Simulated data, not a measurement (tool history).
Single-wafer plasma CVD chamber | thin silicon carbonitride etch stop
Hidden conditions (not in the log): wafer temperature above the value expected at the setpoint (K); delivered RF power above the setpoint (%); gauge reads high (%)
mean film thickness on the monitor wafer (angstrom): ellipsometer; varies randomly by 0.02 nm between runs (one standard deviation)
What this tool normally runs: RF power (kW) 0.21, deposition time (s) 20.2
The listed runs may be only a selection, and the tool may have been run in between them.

| run | hour | RF power (kW) | deposition time (s) | wafers since the last listed run | hours since the last thermocouple change | hours since the last RF generator calibration | hours since the showerhead was replaced | hours since the gauge calibration | read-back reference wafer on the same gauge, thickness_nm | mean film thickness on the monitor wafer (angstrom) |
|---|---|---|---|---|---|---|---|---|---|---|
| 1 | 0 | 0.21 | 20.2 | 0 | 1865.8 | 1309.2 | 3123.1 | 310.2 | 11.599 | 121.41 |
| 2 | 19.1 | 0.21 | 20.2 | 497 | 1884.9 | 1328.3 | 3142.2 | 329.3 | 11.605 | 121.26 |
| 3 | 42.2 | 0.21 | 20.2 | 601 | 1908 | 1351.4 | 3165.3 | 352.4 | 11.597 | 121.11 |
| 4 | 75.4 | 0.21 | 20.2 | 863 | 1941.2 | 1384.6 | 3198.5 | 385.6 | 11.594 | 121.19 |
|  | 92.5 | gauge calibrated |
| 5 | 110.5 | 0.21 | 20.2 | 913 | 1976.3 | 1419.7 | 3233.6 | 18 | 11.604 | 121.11 |
| 6 | 141.8 | 0.21 | 20.2 | 814 | 2007.6 | 1451 | 3264.9 | 49.3 | 11.597 | 121.24 |
| 7 | 167 | 0.21 | 20.2 | 655 | 2032.8 | 1476.2 | 3290.1 | 74.5 | 11.599 | 121.26 |
| 8 | 199.1 | 0.21 | 17 | 835 | 2064.9 | 1508.3 | 3322.2 | 106.6 | 11.601 | 101.92 |
| 9 | 233.1 | 0.21 | 20.2 | 884 | 2098.9 | 1542.3 | 3356.2 | 140.6 | 11.601 | 121.21 |
|  | 242.5 | thermocouple changed; heater temperature recalibrated |
|  | 261.2 | showerhead replaced |
| 10 | 261.7 | 0.21 | 20.2 | 327 | 19.2 | 1570.9 | 0.5 | 169.2 | 11.601 | 121.06 |
|  | 282.8 | RF generator calibrated |
| 11 | 283.3 | 0.185 | 20.2 | 353 | 40.8 | 0.5 | 22.1 | 190.8 | 11.596 | 119.76 |
| 12 | 292.9 | 0.185 | 20.2 | 249 | 50.4 | 10.1 | 31.7 | 200.4 | 11.6 | 120.03 |
| 13 | 306.1 | 0.185 | 20.2 | 343 | 63.6 | 23.3 | 44.9 | 213.6 | 11.603 | 119.79 |
| 14 | 331.4 | 0.21 | 20.2 | 658 | 88.9 | 48.6 | 70.2 | 238.9 | 11.606 | 123.49 |
| 15 | 366.2 | 0.21 | 20.2 | 905 | 123.7 | 83.4 | 105 | 273.7 | 11.604 | 123.42 |
| 16 | 391.3 | 0.175 | 24.1 | 653 | 148.8 | 108.5 | 130.1 | 298.8 | 11.598 | 140.4 |
| 17 | 408.1 | 0.19 | 23.6 | 437 | 165.6 | 125.3 | 146.9 | 315.6 | 11.598 | 140.52 |
| 18 | 434.4 | 0.21 | 18.7 | 684 | 191.9 | 151.6 | 173.2 | 341.9 | 11.6 | 114.04 |
| 19 | 454 | 0.22 | 17.8 | 510 | 211.5 | 171.2 | 192.8 | 361.5 | 11.603 | 109.91 |
| 20 | 477.3 | 0.235 | 16.7 | 606 | 234.8 | 194.5 | 216.1 | 384.8 | 11.599 | 104.98 |
|  | 486.1 | gauge calibrated |
| 21 | 501.4 | 0.21 | 20.2 | 627 | 258.9 | 218.6 | 240.2 | 15.3 | 11.594 | 123.36 |
| 22 | 517.9 | 0.25 | 17.3 | 429 | 275.4 | 235.1 | 256.7 | 31.8 | 11.606 | 110.38 |
| 23 | 530.9 | 0.23 | 23.1 | 338 | 288.4 | 248.1 | 269.7 | 44.8 | 11.602 | 143.98 |
| 24 | 610.8 | 0.25 | 20.2 | 2079 | 368.3 | 328 | 349.6 | 124.7 | 11.602 | 128.67 |
| 25 | 635.9 | 0.245 | 20.2 | 653 | 393.4 | 353.1 | 374.7 | 149.8 | 11.603 | 127.28 |
| 26 | 658.6 | 0.21 | 20.2 | 590 | 416.1 | 375.8 | 397.4 | 172.5 | 11.602 | 122.58 |
| 27 | 674.6 | 0.22 | 20.2 | 416 | 432.1 | 391.8 | 413.4 | 188.5 | 11.607 | 124.12 |

List, for all runs, the conditions of the tool that the log does not record:
wafer temperature above the value expected at the setpoint (K): 0 on each run
gauge reads high (%): 0 on each run
H1: delivered RF power above the setpoint (%)
| run | H1 |
|---|---|
| 1 | -8.6 |
| 2 | -8.63 |
| 3 | -8.67 |
| 4 | -8.71 |
| 5 | -8.76 |
| 6 | -8.8 |
| 7 | -8.84 |
| 8 | -8.87 |
| 9 | -8.91 |
| 10 | -8.94 |
| 11 | -0.803 |
| 12 | -0.934 |
| 13 | -1.11 |
| 14 | -1.44 |
| 15 | -1.87 |
| 16 | -2.16 |
| 17 | -2.35 |
| 18 | -2.64 |
| 19 | -2.85 |
| 20 | -3.09 |
| 21 | -3.32 |
| 22 | -3.48 |
| 23 | -3.6 |
| 24 | -4.29 |
| 25 | -4.48 |
| 26 | -4.66 |
| 27 | -4.77 |
